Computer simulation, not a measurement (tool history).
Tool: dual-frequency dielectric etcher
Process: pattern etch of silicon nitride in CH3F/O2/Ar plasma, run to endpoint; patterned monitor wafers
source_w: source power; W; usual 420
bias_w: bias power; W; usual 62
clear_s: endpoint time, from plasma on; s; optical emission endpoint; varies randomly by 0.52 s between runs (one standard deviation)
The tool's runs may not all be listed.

run	hour	source_w	bias_w	incoming incoming film thickness, nm	clear_s
1	0.0	420	62	44.93	66.1
2	14.9	420	62	44.91	65.7
3	45.0	420	62	44.99	65.4
4	66.5	350	62	44.80	70.7
5	85.5	490	62	44.96	61.7
6	112.9	490	62	44.78	60.8
7	126.4	490	62	45.22	62.3
8	154.1	420	62	44.75	64.3
9	187.0	420	62	44.60	64.3
10	217.2	420	62	45.17	65.0
11	243.2	420	62	44.68	65.3
12	261.7	420	62	45.09	63.8
13	302.2	420	62	44.89	71.7
14	304.2	420	62	45.10	71.5
15	329.4	420	62	44.47	70.1
16	354.1	420	62	45.22	71.2
17	372.4	360	77	44.53	71.0
18	415.7	360	55	44.97	77.0
19	439.8	420	62	45.34	70.5
20	481.5	420	62	44.79	67.3
21	482.3	420	75	45.27	64.1
22	514.4	420	62	44.64	67.1
23	547.2	480	69	44.99	60.8
24	573.1	340	49	44.73	76.1
25	601.4	490	72	44.73	59.4
26	615.9	490	74	45.06	59.1
27	630.3	420	62	44.94	65.2
28	648.6	480	71	44.88	60.0
29	674.6	320	57	44.94	75.2
30	757.7	380	73	44.95	64.4
31	781.5	460	47	44.40	66.1
32	803.1	420	62	44.60	64.5
33	829.6	390	62	44.80	66.4
34	852.7	420	62	44.68	65.0

Taken out of this log: 5 entries between the listed runs. Where each belongs, and how the hidden state differs across it:
Run 10 -> run 11: source power generator calibrated (hour 224.5); bias power generator calibrated (hour 242.2)
  etch rate over this chamber's usual, %: 2.67 -> 2.9
  measured value less the no-hidden-state value, clear_s: -1.7 -> -1.9 s
Run 12 -> run 13: wet clean of the chamber (hour 301.7)
  etch rate over this chamber's usual, %: 3.07 -> -6.9
  measured value less the no-hidden-state value, clear_s: -2.0 -> +4.9 s
Run 14 -> run 15: upper electrode replaced (hour 328.9)
  etch rate over this chamber's usual, %: -6.89 -> -6.66
  measured value less the no-hidden-state value, clear_s: +4.9 -> +4.7 s
Run 19 -> run 20: wet clean of the chamber, repeated, since the last time left the tool worse (hour 481.0)
  etch rate over this chamber's usual, %: -5.67 -> -0.725
  measured value less the no-hidden-state value, clear_s: +4.0 -> +0.5 s

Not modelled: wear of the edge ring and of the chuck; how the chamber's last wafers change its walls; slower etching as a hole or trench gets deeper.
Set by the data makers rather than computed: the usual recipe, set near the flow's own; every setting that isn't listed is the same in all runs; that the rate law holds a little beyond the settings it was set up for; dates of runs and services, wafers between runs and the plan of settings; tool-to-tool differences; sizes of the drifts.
